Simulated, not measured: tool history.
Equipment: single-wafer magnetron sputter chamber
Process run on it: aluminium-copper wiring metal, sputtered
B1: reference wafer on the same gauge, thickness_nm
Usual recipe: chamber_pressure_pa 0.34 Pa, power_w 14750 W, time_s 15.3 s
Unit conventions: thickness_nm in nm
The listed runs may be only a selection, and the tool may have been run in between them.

run 1 day=0 | chamber_pressure_pa=0.34 power_w=14750 time_s=12.9 | B1=428.764 | thickness_nm=347.082
run 2 day=4.212 | chamber_pressure_pa=0.34 power_w=14750 time_s=12.9 | B1=428.967 | thickness_nm=344.871
-- day=5.725 capacitance manometer re-zeroed and calibrated
run 3 day=6.708 | chamber_pressure_pa=0.34 power_w=14750 time_s=12.9 | B1=429.467 | thickness_nm=357.537
run 4 day=9.404 | chamber_pressure_pa=0.422 power_w=14750 time_s=15.3 | B1=428.407 | thickness_nm=394.536
-- day=11.658 sputter target and shields replaced
run 5 day=12.033 | chamber_pressure_pa=0.422 power_w=14750 time_s=15.3 | B1=429.207 | thickness_nm=387.843
run 6 day=15.054 | chamber_pressure_pa=0.34 power_w=14750 time_s=15.3 | B1=428.756 | thickness_nm=416.952
run 7 day=17.362 | chamber_pressure_pa=0.34 power_w=15700 time_s=15.3 | B1=427.865 | thickness_nm=437.494
run 8 day=19.383 | chamber_pressure_pa=0.34 power_w=16300 time_s=14 | B1=428.954 | thickness_nm=419.049
run 9 day=22.521 | chamber_pressure_pa=0.34 power_w=14750 time_s=15.3 | B1=428.435 | thickness_nm=414.663
run 10 day=24.154 | chamber_pressure_pa=0.34 power_w=14750 time_s=15.3 | B1=429.588 | thickness_nm=416.332
run 11 day=26.121 | chamber_pressure_pa=0.34 power_w=12900 time_s=15.3 | B1=429.519 | thickness_nm=363.177
-- day=27.75 sputter target and shields replaced
run 12 day=27.771 | chamber_pressure_pa=0.388 power_w=14750 time_s=15.3 | B1=428.731 | thickness_nm=392.883
run 13 day=29.854 | chamber_pressure_pa=0.388 power_w=14750 time_s=15.3 | B1=429.024 | thickness_nm=395.31
-- day=32.346 gauge calibrated
-- day=33.321 magnet pack replaced, of another model than before
run 14 day=33.342 | chamber_pressure_pa=0.388 power_w=14750 time_s=15.3 | B1=429.465 | thickness_nm=399.858
run 15 day=35.721 | chamber_pressure_pa=0.243 power_w=17700 time_s=13.9 | B1=428.837 | thickness_nm=477.544
run 16 day=38.608 | chamber_pressure_pa=0.243 power_w=12200 time_s=17.2 | B1=428.94 | thickness_nm=414.8
run 17 day=43.008 | chamber_pressure_pa=0.462 power_w=14750 time_s=15.3 | B1=428.011 | thickness_nm=378.867
-- day=43.517 sputter target and shields replaced
run 18 day=46.446 | chamber_pressure_pa=0.462 power_w=14750 time_s=12.9 | B1=428.467 | thickness_nm=317.984
run 19 day=48.162 | chamber_pressure_pa=0.34 power_w=14750 time_s=14.3 | B1=428.631 | thickness_nm=385.487
run 20 day=51.229 | chamber_pressure_pa=0.278 power_w=18350 time_s=15.3 | B1=428.594 | thickness_nm=530.401
run 21 day=53.446 | chamber_pressure_pa=0.431 power_w=16500 time_s=12.8 | B1=428.718 | thickness_nm=360.628
-- day=54.688 capacitance manometer re-zeroed and calibrated
run 22 day=55.892 | chamber_pressure_pa=0.34 power_w=14750 time_s=16.2 | B1=429.381 | thickness_nm=446.325
-- day=57.258 sputter target and shields replaced
run 23 day=59.733 | chamber_pressure_pa=0.34 power_w=14750 time_s=15.3 | B1=428.447 | thickness_nm=420.142
run 24 day=63.546 | chamber_pressure_pa=0.247 power_w=13100 time_s=12.6 | B1=428.824 | thickness_nm=330.825
run 25 day=67.921 | chamber_pressure_pa=0.265 power_w=12300 time_s=16.3 | B1=429.759 | thickness_nm=393.607
run 26 day=69.421 | chamber_pressure_pa=0.34 power_w=14750 time_s=15.3 | B1=428.882 | thickness_nm=415.149
-- day=71.55 sputter target and shields replaced
run 27 day=71.858 | chamber_pressure_pa=0.233 power_w=18200 time_s=18.1 | B1=428.564 | thickness_nm=646.155
run 28 day=76.188 | chamber_pressure_pa=0.389 power_w=18200 time_s=12.5 | B1=429.423 | thickness_nm=396.95

Alternative continuations, all from the tool just after run 28; predict every row:
run A day=76.204 | chamber_pressure_pa=0.446 power_w=14750 time_s=15.3 | B1=? | thickness_nm=?
run B day=76.204 | chamber_pressure_pa=0.467 power_w=15850 time_s=12.3 | B1=? | thickness_nm=?
run C day=76.204 | chamber_pressure_pa=0.34 power_w=14750 time_s=13.4 | B1=? | thickness_nm=?
run D day=76.204 | chamber_pressure_pa=0.261 power_w=14750 time_s=15.3 | B1=? | thickness_nm=?

run=A B1=429.164 thickness_nm=383.093
run=B B1=429.164 thickness_nm=324.943
run=C B1=429.164 thickness_nm=362.652
run=D B1=429.164 thickness_nm=439.462
What these runs would have given with no unlogged condition in the tool:
run=A thickness_nm=395.278
run=B thickness_nm=335.801
run=C thickness_nm=371.144
run=D thickness_nm=446.877
